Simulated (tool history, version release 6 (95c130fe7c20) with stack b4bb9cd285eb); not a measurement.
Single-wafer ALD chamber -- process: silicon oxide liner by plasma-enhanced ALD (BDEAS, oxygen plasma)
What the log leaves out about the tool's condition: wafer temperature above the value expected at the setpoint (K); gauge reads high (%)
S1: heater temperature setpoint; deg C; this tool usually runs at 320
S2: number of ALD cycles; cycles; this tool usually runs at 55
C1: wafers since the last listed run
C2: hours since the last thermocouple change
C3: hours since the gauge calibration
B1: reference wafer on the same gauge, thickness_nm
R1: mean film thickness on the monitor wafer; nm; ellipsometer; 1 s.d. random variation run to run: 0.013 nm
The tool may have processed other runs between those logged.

Run 1, hour 0: usual settings; C1 0; C2 2162.2; C3 552.6; B1 5.462. Result: R1 5.235 nm.
At hour 0.4: gauge calibrated.
Run 2, hour 27.2: usual settings; C1 165; C2 2189.4; C3 26.8; B1 5.341. Result: R1 5.105 nm.
Run 3, hour 68.9: usual settings; C1 253; C2 2231.1; C3 68.5; B1 5.355. Result: R1 5.136 nm.
Run 4, hour 125.4: usual settings; C1 343; C2 2287.6; C3 125; B1 5.354. Result: R1 5.091 nm.
Run 5, hour 167.7: usual settings but S1 325 deg C, S2 52 cycles; C1 257; C2 2329.9; C3 167.3; B1 5.362. Result: R1 4.797 nm.
Run 6, hour 201.3: usual settings but S1 325 deg C, S2 52 cycles; C1 204; C2 2363.5; C3 200.9; B1 5.372. Result: R1 4.826 nm.
Run 7, hour 245.3: usual settings but S1 325 deg C, S2 52 cycles; C1 267; C2 2407.5; C3 244.9; B1 5.382. Result: R1 4.81 nm.
Run 8, hour 314.9: usual settings; C1 423; C2 2477.1; C3 314.5; B1 5.384. Result: R1 5.178 nm.
Run 9, hour 344.1: usual settings but S1 335 deg C; C1 177; C2 2506.3; C3 343.7; B1 5.393. Result: R1 5.038 nm.
At hour 394.6: thermocouple changed; heater temperature recalibrated.
Run 10, hour 405: usual settings; C1 321; C2 10.4; C3 404.6; B1 5.406. Result: R1 5.158 nm.
Run 11, hour 446.2: usual settings; C1 250; C2 51.6; C3 445.8; B1 5.405. Result: R1 5.159 nm.
Run 12, hour 505.5: usual settings but S1 332 deg C, S2 60 cycles; C1 360; C2 110.9; C3 505.1; B1 5.416. Result: R1 5.537 nm.
Run 13, hour 546.2: usual settings but S1 310 deg C, S2 61 cycles; C1 247; C2 151.6; C3 545.8; B1 5.424. Result: R1 5.857 nm.
At hour 587.4: gauge calibrated.
Run 14, hour 608.3: usual settings; C1 377; C2 213.7; C3 20.9; B1 5.369. Result: R1 5.138 nm.
Run 15, hour 646.2: usual settings but S1 314 deg C, S2 64 cycles; C1 230; C2 251.6; C3 58.8; B1 5.382. Result: R1 6.039 nm.
Run 16, hour 712.2: usual settings but S1 334 deg C, S2 60 cycles; C1 401; C2 317.6; C3 124.8; B1 5.393. Result: R1 5.496 nm.
Run 17, hour 759.6: usual settings but S1 311 deg C, S2 50 cycles; C1 288; C2 365; C3 172.2; B1 5.395. Result: R1 4.746 nm.

Same runs, no hidden state in the tool, same run-to-run variation:
run     R1
  1  5.138
  2  5.122
  3  5.147
  4  5.094
  5  4.793
  6  4.817
  7  4.795
  8  5.152
  9  5.008
 10  5.117
 11  5.112
 12  5.478
 13  5.787
 14  5.125
 15  6.017
 16  5.465
 17  4.713

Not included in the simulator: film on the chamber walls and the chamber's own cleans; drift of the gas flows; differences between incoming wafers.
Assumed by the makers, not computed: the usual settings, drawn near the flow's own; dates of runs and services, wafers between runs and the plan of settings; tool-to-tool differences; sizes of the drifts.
